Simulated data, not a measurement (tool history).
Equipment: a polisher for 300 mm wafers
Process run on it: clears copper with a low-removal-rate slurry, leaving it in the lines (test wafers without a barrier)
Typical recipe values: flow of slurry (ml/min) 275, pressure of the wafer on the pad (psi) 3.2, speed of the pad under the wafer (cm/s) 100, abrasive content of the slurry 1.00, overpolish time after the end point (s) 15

run	day	flow of slurry (ml/min)	pressure of the wafer on the pad (psi)	speed of the pad under the wafer (cm/s)	abrasive content of the slurry	overpolish time after the end point (s)	wafers since the last listed run	wafers polished on this pad	hours since the slurry nozzle was cleaned	hours since the head pressure was calibrated	hours since the slurry blender was calibrated	incoming thickness of the incoming film, nm	time until the end point was called (s)	dishing of a wide line in a test structure (nm)
1	0.000	275	3.2	100	1.00	15	0	1155	395.8	573.0	148.7	355.3	152.6	20.6
2	2.908	275	3.2	100	1.00	15	540	1695	465.6	642.8	218.5	354.8	155.4	20.3
3	4.575	275	3.2	100	1.00	15	309	2005	505.6	682.8	258.5	352.0	148.7	20.6
# day 5.692: worn pad replaced by a new one
4	6.258	275	3.2	100	1.00	15	281	105	546.0	723.2	298.9	355.6	150.3	20.6
# day 7.754: slurry nozzle cleaned
5	8.458	275	3.2	100	1.00	15	401	506	16.9	776.0	351.7	354.5	148.1	20.5
# day 9.117: head pressure recalibrated
# day 10.446: slurry blender recalibrated
6	10.962	275	3.2	100	1.00	15	434	940	77.0	44.3	12.4	354.7	147.0	20.4
7	13.433	275	3.2	100	1.20	10	459	1400	136.3	103.6	71.7	354.8	145.6	15.4
8	16.296	275	3.2	100	1.20	10	532	1932	205.0	172.3	140.4	354.5	143.7	15.8
# day 17.683: worn pad replaced by a new one
9	19.154	275	3.2	100	1.00	15	500	273	273.6	240.9	209.0	357.7	152.7	20.0
10	20.817	275	3.2	100	1.00	15	309	582	313.5	280.8	248.9	350.7	152.8	20.6
11	22.012	275	3.2	100	1.00	15	222	804	342.2	309.5	277.6	362.3	153.5	20.1
12	24.958	275	3.2	100	1.00	15	547	1352	412.9	380.2	348.3	358.1	154.5	20.1
# day 26.792: slurry blender recalibrated
# day 26.850: slurry nozzle cleaned
13	26.896	275	3.2	100	1.00	15	336	1689	1.1	426.7	2.5	352.2	149.6	21.5
14	28.567	320	3.2	126	1.00	15	310	1999	41.2	466.8	42.6	354.2	114.4	24.6
# day 30.346: worn pad replaced by a new one
15	31.162	275	2.7	100	1.00	8	451	152	103.5	529.1	104.9	352.5	175.1	11.4
16	32.892	225	2.7	100	1.00	10	321	473	145.0	570.6	146.4	355.3	183.7	13.5
17	35.392	185	3.2	100	1.00	11	464	938	205.0	630.6	206.4	356.9	159.4	16.1
18	37.192	275	3.2	100	1.00	15	334	1273	248.2	673.8	249.6	349.8	145.2	20.8
19	38.654	275	3.2	100	1.00	15	271	1544	283.3	708.9	284.7	359.8	156.2	20.8
20	40.358	300	3.2	100	1.00	15	316	1861	324.2	749.8	325.6	355.4	151.0	20.9
21	42.138	275	3.6	100	0.90	15	330	2192	366.9	792.5	368.3	350.3	135.6	21.9
# day 42.683: slurry blender recalibrated
# day 43.225: worn pad replaced by a new one
22	43.704	300	3.2	100	1.00	8	244	89	404.5	830.1	24.5	361.1	153.9	12.9
# day 45.525: head pressure recalibrated
23	45.546	350	2.5	100	1.00	22	326	416	448.7	0.5	68.7	354.3	192.3	22.5
24	47.133	195	2.8	100	1.20	9	295	711	486.8	38.6	106.8	354.5	182.3	12.1
# day 48.750: slurry nozzle cleaned
25	50.104	275	3.6	76	1.25	22	544	1255	32.5	109.9	178.1	355.7	165.9	25.1
26	52.367	185	3.2	66	1.00	15	420	1676	86.8	164.2	232.4	356.2	236.2	14.8
# day 54.750: worn pad replaced by a new one
27	54.938	275	3.2	100	1.00	15	446	35	148.5	225.9	294.1	346.9	149.4	20.7
28	57.808	275	2.4	100	1.00	15	533	568	217.4	294.8	363.0	358.5	203.9	16.5
# day 58.846: slurry blender recalibrated
29	60.133	275	3.2	100	1.00	7	416	985	273.2	350.6	30.9	361.4	154.4	11.7

State the hidden condition of the tool at each of the runs:
removal rate lost through wear of the pad, %: 0, the same for each run
deviation of the head's pressure from its setpoint, %: 0, the same for each run
abrasive missing from the slurry, %: 0, the same for each run
H1: slurry flow missing at the pad, %
run	H1
1	37.9
2	39.4
3	40
4	40.4
5	6.2
6	17.3
7	25.1
8	31.3
9	35.6
10	37.4
11	38.4
12	40.4
13	1.03
14	9.57
15	19.5
16	24.4
17	29.8
18	32.6
19	34.5
20	36.2
21	37.7
22	38.7
23	39.6
24	40.2
25	14.4
26	23.7
27	31.3
28	37.1
29	40.5
